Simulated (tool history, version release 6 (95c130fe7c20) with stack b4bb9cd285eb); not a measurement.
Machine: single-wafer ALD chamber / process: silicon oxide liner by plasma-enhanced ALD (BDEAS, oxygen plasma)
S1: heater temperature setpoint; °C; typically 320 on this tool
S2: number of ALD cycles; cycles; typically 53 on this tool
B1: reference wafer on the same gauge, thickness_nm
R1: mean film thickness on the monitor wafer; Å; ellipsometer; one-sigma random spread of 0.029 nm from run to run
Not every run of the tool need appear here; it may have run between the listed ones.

run	day	S1	S2	B1	R1
1	0	320	53	4.771	49.07
2	1.221	320	53	4.767	49.2
3	3.796	327	48	4.768	43.91
4	5.821	320	53	4.778	48.92
5	8.179	327	46	4.767	41.84
6	9.342	320	53	4.775	49.23
7	12.092	320	53	4.776	48.85
8	15.083	320	53	4.774	48.81
9	16.925	320	53	4.769	49.14
# day 18.667: thermocouple changed; heater temperature recalibrated
10	19.858	320	53	4.78	48.83
11	21.746	320	53	4.771	49.02
12	24.475	320	53	4.765	48.29
13	32.212	320	53	4.763	49.08
14	33.696	330	53	4.768	47.6
15	35.708	330	53	4.767	48.44
16	38.667	314	46	4.772	42.98
17	40.471	320	53	4.768	48.54
18	42.471	320	53	4.774	49.34
19	44.771	320	45	4.766	41.26
20	47.467	320	53	4.778	49.19
21	50.321	320	53	4.767	48.98
22	52.921	320	53	4.766	48.52
23	55.671	326	63	4.778	57.46
24	58.012	320	50	4.78	46.63
25	60.542	315	43	4.768	39.83
26	62.967	307	58	4.777	54.41
27	65.317	320	57	4.776	52.54
# day 66.692: gauge calibrated
28	67.65	320	53	4.76	48.8
29	68.954	332	48	4.778	43.24
30	70.642	313	50	4.771	46.49
31	71.688	314	53	4.768	49.66
32	73.612	314	49	4.77	45.88
33	79.967	314	53	4.769	49.49
34	81.421	334	53	4.776	47.53
# day 82.217: thermocouple changed; heater temperature recalibrated
35	83.308	334	53	4.773	48.15
36	86.129	320	48	4.764	44.23
37	88.5	325	53	4.77	48.93
38	90.154	307	53	4.758	49.83
39	91.808	320	53	4.773	48.72
40	93.192	314	49	4.77	46.1
41	94.388	331	58	4.776	52.26
42	102.842	328	47	4.771	42.98
43	105.296	320	53	4.764	48.92
44	107.529	307	43	4.778	40.4
45	110.375	327	58	4.768	52.65

Here are 5 independent what-if runs from the current tool condition. What would each one return?
A	110.396	320	46	?	?
B	110.396	316	56	?	?
C	110.396	326	60	?	?
D	110.396	326	43	?	?
E	110.396	329	49	?	?

run	B1	R1
A	4.775	42.62
B	4.775	52.22
C	4.775	55.04
D	4.775	39.45
E	4.775	44.73
Without the tool's hidden state the same runs would have given:
run	R1
A	42.62
B	52.22
C	55.04
D	39.45
E	44.73

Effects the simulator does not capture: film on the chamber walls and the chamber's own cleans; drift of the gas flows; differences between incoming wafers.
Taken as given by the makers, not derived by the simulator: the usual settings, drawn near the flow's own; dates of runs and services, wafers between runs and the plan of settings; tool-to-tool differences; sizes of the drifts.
